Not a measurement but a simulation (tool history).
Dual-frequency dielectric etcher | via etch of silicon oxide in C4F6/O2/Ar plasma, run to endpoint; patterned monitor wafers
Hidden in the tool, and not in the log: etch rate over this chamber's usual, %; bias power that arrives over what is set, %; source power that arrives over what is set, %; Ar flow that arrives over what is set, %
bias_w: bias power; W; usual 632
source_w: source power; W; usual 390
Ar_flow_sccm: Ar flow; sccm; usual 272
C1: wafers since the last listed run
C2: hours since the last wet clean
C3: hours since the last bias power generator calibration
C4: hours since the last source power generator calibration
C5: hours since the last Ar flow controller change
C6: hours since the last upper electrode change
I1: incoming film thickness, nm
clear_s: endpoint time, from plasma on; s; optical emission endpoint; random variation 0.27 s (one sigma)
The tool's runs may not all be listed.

{"run": 1, "hour": 0.0, "bias_w": 632, "source_w": 390, "Ar_flow_sccm": 272, "C1": 0, "C2": 295.9, "C3": 3061.0, "C4": 3780.1, "C5": 4738.2, "C6": 5361.5, "I1": 170.0, "clear_s": 34.7}
{"run": 2, "hour": 32.6, "bias_w": 632, "source_w": 390, "Ar_flow_sccm": 272, "C1": 397, "C2": 328.5, "C3": 3093.6, "C4": 3812.7, "C5": 4770.8, "C6": 5394.1, "I1": 170.3, "clear_s": 34.4}
{"run": 3, "hour": 50.1, "bias_w": 632, "source_w": 390, "Ar_flow_sccm": 272, "C1": 213, "C2": 346.0, "C3": 3111.1, "C4": 3830.2, "C5": 4788.3, "C6": 5411.6, "I1": 169.4, "clear_s": 34.8}
{"run": 4, "hour": 63.5, "bias_w": 632, "source_w": 390, "Ar_flow_sccm": 292, "C1": 163, "C2": 359.4, "C3": 3124.5, "C4": 3843.6, "C5": 4801.7, "C6": 5425.0, "I1": 169.8, "clear_s": 35.1}
{"run": 5, "hour": 91.2, "bias_w": 565, "source_w": 390, "Ar_flow_sccm": 272, "C1": 337, "C2": 387.1, "C3": 3152.2, "C4": 3871.3, "C5": 4829.4, "C6": 5452.7, "I1": 168.0, "clear_s": 35.9}
{"run": 6, "hour": 109.7, "bias_w": 565, "source_w": 390, "Ar_flow_sccm": 272, "C1": 225, "C2": 405.6, "C3": 3170.7, "C4": 3889.8, "C5": 4847.9, "C6": 5471.2, "I1": 171.1, "clear_s": 37.1}
{"run": 7, "hour": 130.6, "bias_w": 632, "source_w": 390, "Ar_flow_sccm": 303, "C1": 254, "C2": 426.5, "C3": 3191.6, "C4": 3910.7, "C5": 4868.8, "C6": 5492.1, "I1": 169.8, "clear_s": 35.4}
{"run": 8, "hour": 162.3, "bias_w": 632, "source_w": 390, "Ar_flow_sccm": 272, "C1": 386, "C2": 458.2, "C3": 3223.3, "C4": 3942.4, "C5": 4900.5, "C6": 5523.8, "I1": 170.7, "clear_s": 35.3}
{"run": 9, "hour": 195.2, "bias_w": 632, "source_w": 390, "Ar_flow_sccm": 272, "C1": 401, "C2": 491.1, "C3": 3256.2, "C4": 3975.3, "C5": 4933.4, "C6": 5556.7, "I1": 170.1, "clear_s": 35.1}
{"hour": 223.0, "done": "wet clean of the chamber"}
{"run": 10, "hour": 223.5, "bias_w": 632, "source_w": 390, "Ar_flow_sccm": 272, "C1": 52, "C2": 0.5, "C3": 3284.5, "C4": 4003.6, "C5": 4961.7, "C6": 5585.0, "I1": 170.1, "clear_s": 35.9}
{"hour": 232.1, "done": "bias power generator calibrated"}
{"run": 11, "hour": 255.3, "bias_w": 632, "source_w": 390, "Ar_flow_sccm": 272, "C1": 339, "C2": 32.3, "C3": 23.2, "C4": 4035.4, "C5": 4993.5, "C6": 5616.8, "I1": 169.8, "clear_s": 36.2}
{"run": 12, "hour": 281.4, "bias_w": 632, "source_w": 390, "Ar_flow_sccm": 272, "C1": 318, "C2": 58.4, "C3": 49.3, "C4": 4061.5, "C5": 5019.6, "C6": 5642.9, "I1": 170.3, "clear_s": 36.4}
{"hour": 297.2, "done": "source power generator calibrated"}
{"run": 13, "hour": 310.6, "bias_w": 632, "source_w": 390, "Ar_flow_sccm": 272, "C1": 307, "C2": 87.6, "C3": 78.5, "C4": 13.4, "C5": 5048.8, "C6": 5672.1, "I1": 170.5, "clear_s": 36.1}
{"hour": 340.1, "done": "wet clean of the chamber, repeated, since the last time left the tool worse"}
{"run": 14, "hour": 340.6, "bias_w": 501, "source_w": 420, "Ar_flow_sccm": 272, "C1": 73, "C2": 0.5, "C3": 108.5, "C4": 43.4, "C5": 5078.8, "C6": 5702.1, "I1": 170.3, "clear_s": 37.6}
{"run": 15, "hour": 350.4, "bias_w": 632, "source_w": 390, "Ar_flow_sccm": 272, "C1": 119, "C2": 10.3, "C3": 118.3, "C4": 53.2, "C5": 5088.6, "C6": 5711.9, "I1": 169.1, "clear_s": 33.3}
{"run": 16, "hour": 370.2, "bias_w": 632, "source_w": 390, "Ar_flow_sccm": 272, "C1": 241, "C2": 30.1, "C3": 138.1, "C4": 73.0, "C5": 5108.4, "C6": 5731.7, "I1": 168.8, "clear_s": 32.9}
{"hour": 404.3, "done": "Ar flow controller replaced"}
{"hour": 412.5, "done": "upper electrode replaced"}
{"run": 17, "hour": 413.0, "bias_w": 774, "source_w": 450, "Ar_flow_sccm": 272, "C1": 349, "C2": 72.9, "C3": 180.9, "C4": 115.8, "C5": 8.7, "C6": 0.5, "I1": 169.2, "clear_s": 29.3}
{"run": 18, "hour": 427.2, "bias_w": 564, "source_w": 460, "Ar_flow_sccm": 215, "C1": 173, "C2": 87.1, "C3": 195.1, "C4": 130.0, "C5": 22.9, "C6": 14.7, "I1": 170.4, "clear_s": 33.5}

Run 19 comes next. What will it give?
{"run": 19, "hour": 445.5, "bias_w": 672, "source_w": 290, "Ar_flow_sccm": 214, "C1": 223, "C2": 105.4, "C3": 213.4, "C4": 148.3, "C5": 41.2, "C6": 33.0, "I1": 170.4, "clear_s": "?"}

{"run 19": {"clear_s": 35.2}}
Without the tool's hidden state the same run would have given clear_s 35.1 s.
